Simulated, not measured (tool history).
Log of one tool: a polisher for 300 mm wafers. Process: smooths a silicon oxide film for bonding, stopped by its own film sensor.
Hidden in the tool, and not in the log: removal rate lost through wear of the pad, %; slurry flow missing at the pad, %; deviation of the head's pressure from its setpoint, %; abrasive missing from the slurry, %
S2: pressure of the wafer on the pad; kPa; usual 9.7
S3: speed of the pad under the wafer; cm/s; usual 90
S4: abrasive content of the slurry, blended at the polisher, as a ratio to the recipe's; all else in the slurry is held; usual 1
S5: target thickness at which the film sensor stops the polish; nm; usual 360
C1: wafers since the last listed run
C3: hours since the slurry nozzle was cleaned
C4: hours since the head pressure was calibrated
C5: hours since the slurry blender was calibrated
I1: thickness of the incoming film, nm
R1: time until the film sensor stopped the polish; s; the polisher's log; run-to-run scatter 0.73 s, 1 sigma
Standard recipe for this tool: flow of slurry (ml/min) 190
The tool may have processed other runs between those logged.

{"run": 1, "day": 0.0, "flow of slurry (ml/min)": 145, "S2": 9.7, "S3": 90, "S4": 0.95, "S5": 360, "C1": 0, "wafers polished on this pad": 1350, "C3": 185.1, "C4": 396.3, "C5": 124.8, "I1": 385.8, "R1": 65.4}
{"run": 2, "day": 2.667, "flow of slurry (ml/min)": 190, "S2": 9.7, "S3": 90, "S4": 1, "S5": 360, "C1": 507, "wafers polished on this pad": 1857, "C3": 249.1, "C4": 460.3, "C5": 188.8, "I1": 392.8, "R1": 77.3}
{"run": 3, "day": 3.942, "flow of slurry (ml/min)": 190, "S2": 9.7, "S3": 90, "S4": 1.25, "S5": 360, "C1": 242, "wafers polished on this pad": 2099, "C3": 279.7, "C4": 490.9, "C5": 219.4, "I1": 388.4, "R1": 61.4}
{"run": 4, "day": 5.038, "flow of slurry (ml/min)": 190, "S2": 9.7, "S3": 90, "S4": 1, "S5": 363, "C1": 208, "wafers polished on this pad": 2308, "C3": 306, "C4": 517.2, "C5": 245.7, "I1": 391.1, "R1": 67.9}
{"run": 5, "day": 6.175, "flow of slurry (ml/min)": 140, "S2": 9.7, "S3": 90, "S4": 1, "S5": 360, "C1": 216, "wafers polished on this pad": 2524, "C3": 333.3, "C4": 544.5, "C5": 273, "I1": 388.9, "R1": 72}
{"run": 6, "day": 7.488, "flow of slurry (ml/min)": 140, "S2": 9.7, "S3": 90, "S4": 1, "S5": 360, "C1": 249, "wafers polished on this pad": 2774, "C3": 364.8, "C4": 576, "C5": 304.5, "I1": 390.8, "R1": 78.3}
{"run": 7, "day": 9.2, "flow of slurry (ml/min)": 190, "S2": 9.7, "S3": 90, "S4": 1, "S5": 360, "C1": 325, "wafers polished on this pad": 3100, "C3": 405.9, "C4": 617.1, "C5": 345.6, "I1": 390.7, "R1": 73.3}
{"day": 10.329, "done": "slurry nozzle cleaned"}
{"day": 11.967, "done": "worn pad replaced by a new one"}
{"run": 8, "day": 15.8, "flow of slurry (ml/min)": 215, "S2": 9.7, "S3": 68, "S4": 1, "S5": 360, "C1": 1216, "wafers polished on this pad": 729, "C3": 131.3, "C4": 775.5, "C5": 504, "I1": 391.8, "R1": 87}
{"day": 17.188, "done": "slurry blender recalibrated"}
{"run": 9, "day": 18.217, "flow of slurry (ml/min)": 135, "S2": 9.7, "S3": 90, "S4": 1.2, "S5": 360, "C1": 443, "wafers polished on this pad": 1173, "C3": 189.3, "C4": 833.5, "C5": 24.7, "I1": 391.6, "R1": 72.9}
{"run": 10, "day": 21.183, "flow of slurry (ml/min)": 190, "S2": 9.7, "S3": 116, "S4": 1, "S5": 360, "C1": 564, "wafers polished on this pad": 1737, "C3": 260.5, "C4": 904.7, "C5": 95.9, "I1": 394.2, "R1": 68.2}
{"run": 11, "day": 23.004, "flow of slurry (ml/min)": 190, "S2": 9.7, "S3": 116, "S4": 1, "S5": 360, "C1": 346, "wafers polished on this pad": 2083, "C3": 304.2, "C4": 948.4, "C5": 139.6, "I1": 383.4, "R1": 47.5}
{"run": 12, "day": 24.938, "flow of slurry (ml/min)": 130, "S2": 11.7, "S3": 112, "S4": 1, "S5": 368, "C1": 367, "wafers polished on this pad": 2451, "C3": 350.6, "C4": 994.8, "C5": 186, "I1": 385.3, "R1": 31.8}
{"run": 13, "day": 27.408, "flow of slurry (ml/min)": 220, "S2": 8.3, "S3": 70, "S4": 1, "S5": 368, "C1": 470, "wafers polished on this pad": 2921, "C3": 409.9, "C4": 1054.1, "C5": 245.3, "I1": 387.1, "R1": 59.7}
{"run": 14, "day": 28.796, "flow of slurry (ml/min)": 135, "S2": 9.7, "S3": 90, "S4": 1, "S5": 363, "C1": 263, "wafers polished on this pad": 3185, "C3": 443.2, "C4": 1087.4, "C5": 278.6, "I1": 396.7, "R1": 85.2}
{"day": 30.675, "done": "head pressure recalibrated"}
{"run": 15, "day": 31.45, "flow of slurry (ml/min)": 190, "S2": 9.7, "S3": 68, "S4": 0.85, "S5": 360, "C1": 489, "wafers polished on this pad": 3674, "C3": 506.9, "C4": 18.6, "C5": 342.3, "I1": 394.3, "R1": 103.9}
{"day": 31.658, "done": "slurry nozzle cleaned"}
{"run": 16, "day": 33.358, "flow of slurry (ml/min)": 190, "S2": 9.7, "S3": 100, "S4": 1, "S5": 353, "C1": 355, "wafers polished on this pad": 4030, "C3": 40.8, "C4": 64.4, "C5": 388.1, "I1": 388.8, "R1": 78.7}
{"day": 34.975, "done": "slurry blender recalibrated"}
{"day": 35.508, "done": "worn pad replaced by a new one"}
{"run": 17, "day": 36.4, "flow of slurry (ml/min)": 190, "S2": 9.7, "S3": 90, "S4": 1, "S5": 360, "C1": 531, "wafers polished on this pad": 169, "C3": 113.8, "C4": 137.4, "C5": 34.2, "I1": 390.4, "R1": 71.7}
{"run": 18, "day": 37.954, "flow of slurry (ml/min)": 250, "S2": 12.4, "S3": 90, "S4": 1, "S5": 360, "C1": 295, "wafers polished on this pad": 465, "C3": 151.1, "C4": 174.7, "C5": 71.5, "I1": 391.5, "R1": 55.1}
{"run": 19, "day": 39.654, "flow of slurry (ml/min)": 190, "S2": 8.3, "S3": 90, "S4": 1, "S5": 360, "C1": 323, "wafers polished on this pad": 788, "C3": 191.9, "C4": 215.5, "C5": 112.3, "I1": 383.9, "R1": 65.7}
{"run": 20, "day": 41.004, "flow of slurry (ml/min)": 220, "S2": 9.7, "S3": 110, "S4": 1.2, "S5": 360, "C1": 256, "wafers polished on this pad": 1045, "C3": 224.3, "C4": 247.9, "C5": 144.7, "I1": 389.4, "R1": 55.8}
{"run": 21, "day": 43.942, "flow of slurry (ml/min)": 190, "S2": 12.4, "S3": 90, "S4": 1, "S5": 360, "C1": 558, "wafers polished on this pad": 1604, "C3": 294.8, "C4": 318.4, "C5": 215.2, "I1": 387.7, "R1": 50.6}
{"run": 22, "day": 45.9, "flow of slurry (ml/min)": 190, "S2": 6.9, "S3": 112, "S4": 0.9, "S5": 360, "C1": 372, "wafers polished on this pad": 1976, "C3": 341.8, "C4": 365.4, "C5": 262.2, "I1": 396.9, "R1": 112.4}
{"run": 23, "day": 47.862, "flow of slurry (ml/min)": 190, "S2": 6.2, "S3": 90, "S4": 0.75, "S5": 364, "C1": 373, "wafers polished on this pad": 2350, "C3": 388.9, "C4": 412.5, "C5": 309.3, "I1": 385.3, "R1": 90.5}
{"run": 24, "day": 48.871, "flow of slurry (ml/min)": 140, "S2": 9.7, "S3": 90, "S4": 1, "S5": 364, "C1": 191, "wafers polished on this pad": 2542, "C3": 413.1, "C4": 436.7, "C5": 333.5, "I1": 397.1, "R1": 84.1}
{"day": 51.975, "done": "slurry nozzle cleaned"}
{"day": 53.821, "done": "worn pad replaced by a new one"}
{"day": 54.35, "done": "slurry blender recalibrated"}
{"run": 25, "day": 54.375, "flow of slurry (ml/min)": 190, "S2": 11.7, "S3": 90, "S4": 1.2, "S5": 365, "C1": 991, "wafers polished on this pad": 89, "C3": 57.6, "C4": 568.8, "C5": 0.6, "I1": 395.9, "R1": 54.5}
{"run": 26, "day": 55.638, "flow of slurry (ml/min)": 190, "S2": 9.7, "S3": 90, "S4": 1, "S5": 360, "C1": 240, "wafers polished on this pad": 329, "C3": 87.9, "C4": 599.1, "C5": 30.9, "I1": 385.3, "R1": 58.3}
{"run": 27, "day": 57.429, "flow of slurry (ml/min)": 190, "S2": 9.7, "S3": 90, "S4": 1, "S5": 360, "C1": 340, "wafers polished on this pad": 670, "C3": 130.9, "C4": 642.1, "C5": 73.9, "I1": 396.9, "R1": 86.1}
{"run": 28, "day": 59.383, "flow of slurry (ml/min)": 130, "S2": 9.7, "S3": 90, "S4": 1.2, "S5": 360, "C1": 371, "wafers polished on this pad": 1042, "C3": 177.8, "C4": 689, "C5": 120.8, "I1": 390.5, "R1": 71.2}
{"run": 29, "day": 62.221, "flow of slurry (ml/min)": 210, "S2": 6.9, "S3": 90, "S4": 1, "S5": 360, "C1": 539, "wafers polished on this pad": 1582, "C3": 245.9, "C4": 757.1, "C5": 188.9, "I1": 387.6, "R1": 91.3}
{"run": 30, "day": 65.017, "flow of slurry (ml/min)": 190, "S2": 9.7, "S3": 90, "S4": 1, "S5": 360, "C1": 531, "wafers polished on this pad": 2114, "C3": 313, "C4": 824.2, "C5": 256, "I1": 389.8, "R1": 70.4}
{"run": 31, "day": 67.692, "flow of slurry (ml/min)": 190, "S2": 9.7, "S3": 100, "S4": 1, "S5": 360, "C1": 508, "wafers polished on this pad": 2622, "C3": 377.2, "C4": 888.4, "C5": 320.2, "I1": 388.8, "R1": 65.4}

What if the next run were any one of these 3? Each begins from the tool's condition after run 31:
{"run": "A", "day": 67.712, "flow of slurry (ml/min)": 190, "S2": 11, "S3": 90, "S4": 1, "S5": 360, "C1": 3, "wafers polished on this pad": 2626, "C3": 377.7, "C4": 888.9, "C5": 320.7, "I1": 396, "R1": "?"}
{"run": "B", "day": 67.712, "flow of slurry (ml/min)": 170, "S2": 11.7, "S3": 110, "S4": 0.7, "S5": 360, "C1": 3, "wafers polished on this pad": 2626, "C3": 377.7, "C4": 888.9, "C5": 320.7, "I1": 396, "R1": "?"}
{"run": "C", "day": 67.712, "flow of slurry (ml/min)": 190, "S2": 9.7, "S3": 114, "S4": 1, "S5": 360, "C1": 3, "wafers polished on this pad": 2626, "C3": 377.7, "C4": 888.9, "C5": 320.7, "I1": 396, "R1": "?"}

run=A R1=75.2
run=B R1=75
run=C R1=74.6
With the hidden condition removed and each run's random variation left untouched, the same runs would have given:
run=A R1=70.8
run=B R1=70
run=C R1=70.3
